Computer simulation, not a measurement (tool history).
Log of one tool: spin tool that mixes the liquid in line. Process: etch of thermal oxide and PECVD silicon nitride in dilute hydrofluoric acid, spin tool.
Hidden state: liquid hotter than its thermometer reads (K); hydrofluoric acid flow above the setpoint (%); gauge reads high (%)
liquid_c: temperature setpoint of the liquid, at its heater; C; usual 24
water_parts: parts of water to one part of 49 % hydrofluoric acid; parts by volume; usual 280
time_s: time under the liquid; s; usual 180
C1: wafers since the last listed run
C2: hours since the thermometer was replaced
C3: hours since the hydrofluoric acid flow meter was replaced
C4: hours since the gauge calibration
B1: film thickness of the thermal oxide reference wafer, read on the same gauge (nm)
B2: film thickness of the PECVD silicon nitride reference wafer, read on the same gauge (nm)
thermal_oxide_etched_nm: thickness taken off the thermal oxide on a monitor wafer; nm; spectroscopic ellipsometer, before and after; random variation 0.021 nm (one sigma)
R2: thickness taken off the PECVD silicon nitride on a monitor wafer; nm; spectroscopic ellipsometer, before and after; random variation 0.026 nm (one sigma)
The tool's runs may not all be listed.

Run 1, day 0: usual settings; C1 0; C2 853.3; C3 14.3; C4 827.7; B1 39.975; B2 40.022. Result: thermal_oxide_etched_nm 2.5 nm, R2 0.995 nm.
Run 2, day 3.746: usual settings; C1 518; C2 943.2; C3 104.2; C4 917.6; B1 40.02; B2 39.979. Result: thermal_oxide_etched_nm 2.507 nm, R2 1.042 nm.
Run 3, day 6.633: usual settings; C1 399; C2 1012.5; C3 173.5; C4 986.9; B1 39.958; B2 39.977. Result: thermal_oxide_etched_nm 2.545 nm, R2 1.039 nm.
Run 4, day 10.554: usual settings; C1 542; C2 1106.6; C3 267.6; C4 1081; B1 40.004; B2 39.99. Result: thermal_oxide_etched_nm 2.564 nm, R2 1.04 nm.
Run 5, day 19.233: usual settings; C1 1201; C2 1314.9; C3 475.9; C4 1289.3; B1 39.989; B2 40.015. Result: thermal_oxide_etched_nm 2.644 nm, R2 1.021 nm.
Run 6, day 23.354: usual settings but time_s 105 s; C1 570; C2 1413.8; C3 574.8; C4 1388.2; B1 40.017; B2 39.99. Result: thermal_oxide_etched_nm 1.536 nm, R2 0.621 nm.
Run 7, day 26.392: usual settings but time_s 235 s; C1 420; C2 1486.7; C3 647.7; C4 1461.1; B1 40.021; B2 39.97. Result: thermal_oxide_etched_nm 3.427 nm, R2 1.317 nm.
At day 26.683: gauge calibrated.
Run 8, day 29.183: usual settings; C1 386; C2 1553.7; C3 714.7; C4 60; B1 40.026; B2 40.007. Result: thermal_oxide_etched_nm 2.656 nm, R2 1.057 nm.
Run 9, day 30.704: usual settings but liquid_c 19 C, water_parts 325 parts by volume, time_s 230 s; C1 210; C2 1590.2; C3 751.2; C4 96.5; B1 40.012; B2 40.001. Result: thermal_oxide_etched_nm 2.345 nm, R2 0.826 nm.
Run 10, day 33.496: usual settings but liquid_c 25.5 C; C1 386; C2 1657.2; C3 818.2; C4 163.5; B1 39.968; B2 39.986. Result: thermal_oxide_etched_nm 2.806 nm, R2 1.143 nm.
Run 11, day 35.733: usual settings but liquid_c 19.5 C, water_parts 235 parts by volume, time_s 90 s; C1 309; C2 1710.9; C3 871.9; C4 217.2; B1 40.008; B2 40.003. Result: thermal_oxide_etched_nm 1.408 nm, R2 0.482 nm.
At day 38.817: thermometer replaced.
Run 12, day 39.242: usual settings but water_parts 335 parts by volume; C1 480; C2 10.2; C3 956.1; C4 301.4; B1 39.956; B2 40.002. Result: thermal_oxide_etched_nm 2.153 nm, R2 0.87 nm.
At day 40.317: hydrofluoric acid flow meter replaced.
Run 13, day 42.7: usual settings but water_parts 385 parts by volume; C1 473; C2 93.2; C3 57.2; C4 384.4; B1 39.977; B2 40.021. Result: thermal_oxide_etched_nm 1.659 nm, R2 0.767 nm.
Run 14, day 46.271: usual settings but liquid_c 27.5 C, water_parts 195 parts by volume, time_s 115 s; C1 494; C2 178.9; C3 142.9; C4 470.1; B1 39.975; B2 40.056. Result: thermal_oxide_etched_nm 2.957 nm, R2 1.173 nm.
Run 15, day 58.417: usual settings; C1 1681; C2 470.4; C3 434.4; C4 761.6; B1 40.018; B2 40.027. Result: thermal_oxide_etched_nm 2.57 nm, R2 1.062 nm.

Some steps in thermal_oxide_etched_nm between neighbouring runs. How much of each would the tool show without its hidden state too (settings, what came in, random variation), and how much is left for the hidden state, with any gauge scatter that isn't in both results?
Run 6 -> 7: time_s 105 -> 235. thermal_oxide_etched_nm +1.891 nm: hidden state +0.099, all else +1.792.
Run 12 -> 13: water_parts 335 -> 385, hydrofluoric acid flow meter replaced. thermal_oxide_etched_nm -0.494 nm: hidden state -0.132, all else -0.362.
